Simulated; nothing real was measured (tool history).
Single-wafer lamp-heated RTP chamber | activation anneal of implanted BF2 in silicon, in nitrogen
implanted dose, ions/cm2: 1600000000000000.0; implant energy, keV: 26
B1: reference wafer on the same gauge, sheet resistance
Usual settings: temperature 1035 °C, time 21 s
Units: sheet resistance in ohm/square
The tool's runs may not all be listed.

Run 1, hour 0: usual settings; B1 89.2. Result: sheet resistance 110.14 ohm/square.
Run 2, hour 41.3: usual settings; B1 89.3. Result: sheet resistance 109.64 ohm/square.
At hour 80.5: pyrometer window cleaned and pyrometer calibrated.
Run 3, hour 99.2: usual settings but temperature 1029 °C, time 14 s; B1 89.32. Result: sheet resistance 120.32 ohm/square.
Run 4, hour 132.4: usual settings but temperature 1029 °C, time 14 s; B1 88.97. Result: sheet resistance 121.53 ohm/square.
Run 5, hour 187.4: usual settings but temperature 1029 °C, time 14 s; B1 88.87. Result: sheet resistance 120.82 ohm/square.
At hour 227.7: pyrometer window cleaned and pyrometer calibrated.
Run 6, hour 231.2: usual settings; B1 88.62. Result: sheet resistance 108.91 ohm/square.
Run 7, hour 270.5: usual settings; B1 88.48. Result: sheet resistance 108.38 ohm/square.
At hour 324.5: reflector plate cleaned.
Run 8, hour 333.6: usual settings; B1 88.31. Result: sheet resistance 107.94 ohm/square.
Run 9, hour 381.4: usual settings but temperature 1058 °C, time 15 s; B1 88.04. Result: sheet resistance 100.64 ohm/square.
At hour 404.9: pyrometer window cleaned and pyrometer calibrated.
Run 10, hour 413.1: usual settings but temperature 1005 °C, time 28 s; B1 88.16. Result: sheet resistance 126.97 ohm/square.
At hour 427.7: gauge calibrated.
Run 11, hour 459.2: usual settings but time 12 s; B1 90.92. Result: sheet resistance 121.13 ohm/square.
Run 12, hour 530.5: usual settings but time 10 s; B1 90.95. Result: sheet resistance 124.5 ohm/square.
At hour 575.3: pyrometer window cleaned and pyrometer calibrated.
Run 13, hour 592.5: usual settings; B1 90.54. Result: sheet resistance 111.98 ohm/square.
Run 14, hour 650.3: usual settings but time 12 s; B1 90.6. Result: sheet resistance 121.83 ohm/square.
Run 15, hour 698: usual settings but time 26 s; B1 90.3. Result: sheet resistance 107.43 ohm/square.
At hour 750.3: pyrometer window cleaned and pyrometer calibrated.
Run 16, hour 769.6: usual settings but temperature 1026 °C, time 33 s; B1 90.06. Result: sheet resistance 107.79 ohm/square.

Forecast each of these 5 alternatives for the next run:
Run A, hour 770: usual settings but temperature 1006 °C; B1 ?. Result: sheet resistance ?.
Run B, hour 770: usual settings but temperature 1063 °C, time 30 s; B1 ?. Result: sheet resistance ?.
Run C, hour 770: usual settings but temperature 1018 °C; B1 ?. Result: sheet resistance ?.
Run D, hour 770: usual settings but temperature 1020 °C, time 29 s; B1 ?. Result: sheet resistance ?.
Run E, hour 770: usual settings but time 32 s; B1 ?. Result: sheet resistance ?.

run     B1  sheet resistance
  A  90.05            134.73
  B  90.05             88.17
  C  90.05            123.57
  D  90.05            115.83
  E  90.05            103.17
Without the tool's hidden state the same runs would have given:
run  sheet resistance
  A            136.11
  B             89.08
  C            124.83
  D            117.02
  E            104.23
